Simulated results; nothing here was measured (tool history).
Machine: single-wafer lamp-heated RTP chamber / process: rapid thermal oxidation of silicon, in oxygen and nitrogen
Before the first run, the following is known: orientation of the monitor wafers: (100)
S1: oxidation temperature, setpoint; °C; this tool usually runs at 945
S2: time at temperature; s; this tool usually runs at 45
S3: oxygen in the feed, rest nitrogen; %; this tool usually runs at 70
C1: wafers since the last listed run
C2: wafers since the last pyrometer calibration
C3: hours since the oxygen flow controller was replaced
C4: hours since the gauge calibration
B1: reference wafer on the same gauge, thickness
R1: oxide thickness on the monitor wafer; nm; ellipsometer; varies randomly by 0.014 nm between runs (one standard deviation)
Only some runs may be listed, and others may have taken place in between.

run 1 hour=0 | S1=932 S2=38 S3=70 | C1=0 C2=1566 C3=1186.4 C4=110.7 | B1=2.841 | R1=2.896
run 2 hour=43.2 | S1=932 S2=38 S3=70 | C1=433 C2=2000 C3=1229.6 C4=153.9 | B1=2.838 | R1=2.918
run 3 hour=92.3 | S1=932 S2=38 S3=70 | C1=492 C2=2492 C3=1278.7 C4=203 | B1=2.841 | R1=2.903
run 4 hour=138.1 | S1=958 S2=45 S3=70 | C1=459 C2=2951 C3=1324.5 C4=248.8 | B1=2.839 | R1=3.613
-- hour=238.1 pyrometer window cleaned and pyrometer calibrated
run 5 hour=345.2 | S1=945 S2=45 S3=70 | C1=1996 C2=1074 C3=1531.6 C4=455.9 | B1=2.838 | R1=3.227
run 6 hour=380.8 | S1=945 S2=45 S3=70 | C1=356 C2=1431 C3=1567.2 C4=491.5 | B1=2.839 | R1=3.233
run 7 hour=418.3 | S1=945 S2=45 S3=90 | C1=376 C2=1807 C3=1604.7 C4=529 | B1=2.842 | R1=3.526
run 8 hour=442.3 | S1=945 S2=45 S3=90 | C1=240 C2=2047 C3=1628.7 C4=553 | B1=2.84 | R1=3.518
run 9 hour=497.3 | S1=945 S2=45 S3=90 | C1=551 C2=2599 C3=1683.7 C4=608 | B1=2.837 | R1=3.531
run 10 hour=535.9 | S1=932 S2=45 S3=47 | C1=387 C2=2986 C3=1722.3 C4=646.6 | B1=2.841 | R1=2.83
run 11 hour=577.4 | S1=932 S2=45 S3=47 | C1=416 C2=3402 C3=1763.8 C4=688.1 | B1=2.839 | R1=2.845
run 12 hour=608.7 | S1=932 S2=45 S3=47 | C1=313 C2=3716 C3=1795.1 C4=719.4 | B1=2.84 | R1=2.862
-- hour=630.5 pyrometer window cleaned and pyrometer calibrated
run 13 hour=669.9 | S1=945 S2=45 S3=87 | C1=533 C2=395 C3=1856.3 C4=780.6 | B1=2.841 | R1=3.444
run 14 hour=719 | S1=945 S2=45 S3=87 | C1=492 C2=887 C3=1905.4 C4=829.7 | B1=2.837 | R1=3.41
run 15 hour=781.5 | S1=945 S2=45 S3=87 | C1=626 C2=1514 C3=1967.9 C4=892.2 | B1=2.838 | R1=3.448
run 16 hour=824.6 | S1=945 S2=45 S3=82 | C1=432 C2=1946 C3=2011 C4=935.3 | B1=2.844 | R1=3.409
run 17 hour=867.5 | S1=945 S2=45 S3=43 | C1=430 C2=2376 C3=2053.9 C4=978.2 | B1=2.842 | R1=2.944
-- hour=888.9 gauge calibrated
run 18 hour=896.4 | S1=970 S2=55 S3=96 | C1=289 C2=2666 C3=2082.8 C4=7.5 | B1=2.843 | R1=4.622
run 19 hour=949.4 | S1=945 S2=56 S3=94 | C1=531 C2=3198 C3=2135.8 C4=60.5 | B1=2.839 | R1=3.906
run 20 hour=1013.8 | S1=916 S2=60 S3=90 | C1=645 C2=3843 C3=2200.2 C4=124.9 | B1=2.837 | R1=3.326
-- hour=1044.1 pyrometer window cleaned and pyrometer calibrated
-- hour=1079.9 oxygen flow controller replaced
run 21 hour=1095.5 | S1=945 S2=45 S3=62 | C1=658 C2=434 C3=15.6 C4=206.6 | B1=2.836 | R1=3.182
run 22 hour=1146.8 | S1=945 S2=45 S3=70 | C1=514 C2=949 C3=66.9 C4=257.9 | B1=2.84 | R1=3.272
run 23 hour=1177.2 | S1=953 S2=27 S3=70 | C1=304 C2=1254 C3=97.3 C4=288.3 | B1=2.842 | R1=2.915
run 24 hour=1204.7 | S1=954 S2=27 S3=98 | C1=275 C2=1529 C3=124.8 C4=315.8 | B1=2.838 | R1=3.211
run 25 hour=1258.2 | S1=945 S2=45 S3=90 | C1=536 C2=2066 C3=178.3 C4=369.3 | B1=2.843 | R1=3.551
run 26 hour=1308 | S1=945 S2=45 S3=89 | C1=499 C2=2565 C3=228.1 C4=419.1 | B1=2.837 | R1=3.577
run 27 hour=1362.9 | S1=963 S2=45 S3=56 | C1=550 C2=3116 C3=283 C4=474 | B1=2.841 | R1=3.507
run 28 hour=1409.4 | S1=928 S2=45 S3=70 | C1=466 C2=3582 C3=329.5 C4=520.5 | B1=2.844 | R1=3.051
-- hour=1464.7 pyrometer window cleaned and pyrometer calibrated
run 29 hour=1475.9 | S1=945 S2=26 S3=70 | C1=586 C2=112 C3=396 C4=587 | B1=2.841 | R1=2.718
run 30 hour=1535 | S1=945 S2=45 S3=70 | C1=592 C2=704 C3=455.1 C4=646.1 | B1=2.845 | R1=3.248

How the hidden state differs across the entries between the runs, from the last listed run before each to the first after it:
Runs 4 to 5: pyrometer window cleaned and pyrometer calibrated (hour 238.1)
  true wafer temperature minus pyrometer reading, K: 6.69 -> 2.22
  measured minus no-state result, R1: +0.15 -> +0.041 nm
Runs 12 to 13: pyrometer window cleaned and pyrometer calibrated (hour 630.5)
  true wafer temperature minus pyrometer reading, K: 7.29 -> 0.986
  measured minus no-state result, R1: +0.09 -> +0.021 nm
Runs 17 to 18: gauge calibrated (hour 888.9)
  true wafer temperature minus pyrometer reading, K: 4.78 -> 5.34
  measured minus no-state result, R1: +0.066 -> +0.175 nm
Runs 20 to 21: pyrometer window cleaned and pyrometer calibrated (hour 1044.1); oxygen flow controller replaced (hour 1079.9)
  true wafer temperature minus pyrometer reading, K: 7.59 -> 2.65
  measured minus no-state result, R1: +0.145 -> +0.046 nm
Runs 28 to 29: pyrometer window cleaned and pyrometer calibrated (hour 1464.7)
  true wafer temperature minus pyrometer reading, K: 8.69 -> 0.653
  measured minus no-state result, R1: +0.134 -> +0.008 nm
